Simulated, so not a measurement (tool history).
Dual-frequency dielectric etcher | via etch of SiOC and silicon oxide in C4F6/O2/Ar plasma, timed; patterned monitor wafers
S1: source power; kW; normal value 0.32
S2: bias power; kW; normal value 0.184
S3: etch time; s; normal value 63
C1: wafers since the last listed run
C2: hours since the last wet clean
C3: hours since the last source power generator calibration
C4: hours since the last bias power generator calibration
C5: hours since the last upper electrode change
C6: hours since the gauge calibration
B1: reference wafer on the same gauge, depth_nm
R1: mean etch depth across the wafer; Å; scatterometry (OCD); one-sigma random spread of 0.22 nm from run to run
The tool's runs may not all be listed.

{"run": 1, "hour": 0.0, "S1": 0.32, "S2": 0.184, "S3": 63, "C1": 0, "C2": 266.9, "C3": 4839.4, "C4": 3710.1, "C5": 3011, "C6": 244.9, "B1": 63.1, "R1": 654}
{"run": 2, "hour": 17.5, "S1": 0.32, "S2": 0.204, "S3": 63, "C1": 138, "C2": 284.4, "C3": 4856.9, "C4": 3727.6, "C5": 3028.5, "C6": 262.4, "B1": 63.1, "R1": 666}
{"run": 3, "hour": 26.8, "S1": 0.32, "S2": 0.184, "S3": 63, "C1": 73, "C2": 293.7, "C3": 4866.2, "C4": 3736.9, "C5": 3037.8, "C6": 271.7, "B1": 63, "R1": 654}
{"run": 4, "hour": 38.7, "S1": 0.29, "S2": 0.184, "S3": 63, "C1": 94, "C2": 305.6, "C3": 4878.1, "C4": 3748.8, "C5": 3049.7, "C6": 283.6, "B1": 63.2, "R1": 628}
{"run": 5, "hour": 50.6, "S1": 0.29, "S2": 0.184, "S3": 63, "C1": 94, "C2": 317.5, "C3": 4890, "C4": 3760.7, "C5": 3061.6, "C6": 295.5, "B1": 63.2, "R1": 630}
{"run": 6, "hour": 65.2, "S1": 0.32, "S2": 0.184, "S3": 57, "C1": 115, "C2": 332.1, "C3": 4904.6, "C4": 3775.3, "C5": 3076.2, "C6": 310.1, "B1": 63, "R1": 594}
{"run": 7, "hour": 73.2, "S1": 0.32, "S2": 0.184, "S3": 57, "C1": 63, "C2": 340.1, "C3": 4912.6, "C4": 3783.3, "C5": 3084.2, "C6": 318.1, "B1": 63.1, "R1": 594}
{"run": 8, "hour": 88.7, "S1": 0.32, "S2": 0.184, "S3": 57, "C1": 122, "C2": 355.6, "C3": 4928.1, "C4": 3798.8, "C5": 3099.7, "C6": 333.6, "B1": 63, "R1": 591}
{"run": 9, "hour": 101.3, "S1": 0.32, "S2": 0.184, "S3": 63, "C1": 99, "C2": 368.2, "C3": 4940.7, "C4": 3811.4, "C5": 3112.3, "C6": 346.2, "B1": 63, "R1": 651}
{"hour": 105.9, "done": "gauge calibrated"}
{"hour": 132.8, "done": "wet clean of the chamber"}
{"hour": 147.0, "done": "upper electrode replaced"}
{"run": 10, "hour": 147.5, "S1": 0.32, "S2": 0.184, "S3": 63, "C1": 63, "C2": 14.7, "C3": 4986.9, "C4": 3857.6, "C5": 0.5, "C6": 41.6, "B1": 63.1, "R1": 664}
{"run": 11, "hour": 147.9, "S1": 0.32, "S2": 0.184, "S3": 63, "C1": 3, "C2": 15.1, "C3": 4987.3, "C4": 3858, "C5": 0.9, "C6": 42, "B1": 63.1, "R1": 662}
{"run": 12, "hour": 148.2, "S1": 0.32, "S2": 0.217, "S3": 50.5, "C1": 2, "C2": 15.4, "C3": 4987.6, "C4": 3858.3, "C5": 1.2, "C6": 42.3, "B1": 63, "R1": 545}
{"run": 13, "hour": 148.5, "S1": 0.32, "S2": 0.217, "S3": 50.5, "C1": 2, "C2": 15.7, "C3": 4987.9, "C4": 3858.6, "C5": 1.5, "C6": 42.6, "B1": 63.2, "R1": 547}
{"run": 14, "hour": 157.9, "S1": 0.37, "S2": 0.211, "S3": 53, "C1": 74, "C2": 25.1, "C3": 4997.3, "C4": 3868, "C5": 10.9, "C6": 52, "B1": 63.1, "R1": 607}
{"hour": 163.0, "done": "bias power generator calibrated"}
{"run": 15, "hour": 174.9, "S1": 0.36, "S2": 0.203, "S3": 73.5, "C1": 102, "C2": 42.1, "C3": 5014.3, "C4": 11.9, "C5": 27.9, "C6": 69, "B1": 63.1, "R1": 826}
{"run": 16, "hour": 187.0, "S1": 0.32, "S2": 0.225, "S3": 73, "C1": 95, "C2": 54.2, "C3": 5026.4, "C4": 24, "C5": 40, "C6": 81.1, "B1": 63.1, "R1": 793}
{"run": 17, "hour": 200.9, "S1": 0.32, "S2": 0.184, "S3": 57, "C1": 109, "C2": 68.1, "C3": 5040.3, "C4": 37.9, "C5": 53.9, "C6": 95, "B1": 63.1, "R1": 595}
{"run": 18, "hour": 217.6, "S1": 0.38, "S2": 0.206, "S3": 49, "C1": 132, "C2": 84.8, "C3": 5057, "C4": 54.6, "C5": 70.6, "C6": 111.7, "B1": 63.2, "R1": 565}
{"run": 19, "hour": 237.7, "S1": 0.38, "S2": 0.151, "S3": 71.5, "C1": 158, "C2": 104.9, "C3": 5077.1, "C4": 74.7, "C5": 90.7, "C6": 131.8, "B1": 63.1, "R1": 779}
{"run": 20, "hour": 249.3, "S1": 0.36, "S2": 0.229, "S3": 76, "C1": 91, "C2": 116.5, "C3": 5088.7, "C4": 86.3, "C5": 102.3, "C6": 143.4, "B1": 63.1, "R1": 869}
{"run": 21, "hour": 261.7, "S1": 0.32, "S2": 0.184, "S3": 63, "C1": 98, "C2": 128.9, "C3": 5101.1, "C4": 98.7, "C5": 114.7, "C6": 155.8, "B1": 63.2, "R1": 663}
{"hour": 269.3, "done": "source power generator calibrated"}
{"run": 22, "hour": 269.8, "S1": 0.28, "S2": 0.155, "S3": 63, "C1": 32, "C2": 137, "C3": 0.5, "C4": 106.8, "C5": 122.8, "C6": 163.9, "B1": 63.1, "R1": 605}
{"run": 23, "hour": 285.8, "S1": 0.32, "S2": 0.184, "S3": 53.5, "C1": 126, "C2": 153, "C3": 16.5, "C4": 122.8, "C5": 138.8, "C6": 179.9, "B1": 63.1, "R1": 558}
{"run": 24, "hour": 295.4, "S1": 0.4, "S2": 0.219, "S3": 49.5, "C1": 75, "C2": 162.6, "C3": 26.1, "C4": 132.4, "C5": 148.4, "C6": 189.5, "B1": 63.1, "R1": 586}
{"run": 25, "hour": 311.3, "S1": 0.32, "S2": 0.184, "S3": 63, "C1": 125, "C2": 178.5, "C3": 42, "C4": 148.3, "C5": 164.3, "C6": 205.4, "B1": 63.2, "R1": 663}
{"run": 26, "hour": 319.6, "S1": 0.32, "S2": 0.184, "S3": 63, "C1": 65, "C2": 186.8, "C3": 50.3, "C4": 156.6, "C5": 172.6, "C6": 213.7, "B1": 63.1, "R1": 659}
{"run": 27, "hour": 334.8, "S1": 0.32, "S2": 0.184, "S3": 63, "C1": 120, "C2": 202, "C3": 65.5, "C4": 171.8, "C5": 187.8, "C6": 228.9, "B1": 63.1, "R1": 658}
{"run": 28, "hour": 341.9, "S1": 0.39, "S2": 0.184, "S3": 49.5, "C1": 56, "C2": 209.1, "C3": 72.6, "C4": 178.9, "C5": 194.9, "C6": 236, "B1": 63, "R1": 562}
{"run": 29, "hour": 356.8, "S1": 0.32, "S2": 0.184, "S3": 63, "C1": 117, "C2": 224, "C3": 87.5, "C4": 193.8, "C5": 209.8, "C6": 250.9, "B1": 63.1, "R1": 657}

What if the next run were any one of these 5? Each begins from the tool's condition after run 29:
{"run": "A", "hour": 357.2, "S1": 0.32, "S2": 0.184, "S3": 69, "C1": 3, "C2": 224.4, "C3": 87.9, "C4": 194.2, "C5": 210.2, "C6": 251.3, "B1": "?", "R1": "?"}
{"run": "B", "hour": 357.2, "S1": 0.35, "S2": 0.167, "S3": 63, "C1": 3, "C2": 224.4, "C3": 87.9, "C4": 194.2, "C5": 210.2, "C6": 251.3, "B1": "?", "R1": "?"}
{"run": "C", "hour": 357.2, "S1": 0.32, "S2": 0.228, "S3": 63, "C1": 3, "C2": 224.4, "C3": 87.9, "C4": 194.2, "C5": 210.2, "C6": 251.3, "B1": "?", "R1": "?"}
{"run": "D", "hour": 357.2, "S1": 0.37, "S2": 0.172, "S3": 80.5, "C1": 3, "C2": 224.4, "C3": 87.9, "C4": 194.2, "C5": 210.2, "C6": 251.3, "B1": "?", "R1": "?"}
{"run": "E", "hour": 357.2, "S1": 0.32, "S2": 0.184, "S3": 52, "C1": 3, "C2": 224.4, "C3": 87.9, "C4": 194.2, "C5": 210.2, "C6": 251.3, "B1": "?", "R1": "?"}

run=A B1=63.1 R1=716
run=B B1=63.1 R1=669
run=C B1=63.1 R1=679
run=D B1=63.1 R1=878
run=E B1=63.1 R1=540
The same runs, with their run-to-run variation unchanged, on a tool lacking any hidden condition would have given:
run=A R1=722
run=B R1=674
run=C R1=684
run=D R1=885
run=E R1=544

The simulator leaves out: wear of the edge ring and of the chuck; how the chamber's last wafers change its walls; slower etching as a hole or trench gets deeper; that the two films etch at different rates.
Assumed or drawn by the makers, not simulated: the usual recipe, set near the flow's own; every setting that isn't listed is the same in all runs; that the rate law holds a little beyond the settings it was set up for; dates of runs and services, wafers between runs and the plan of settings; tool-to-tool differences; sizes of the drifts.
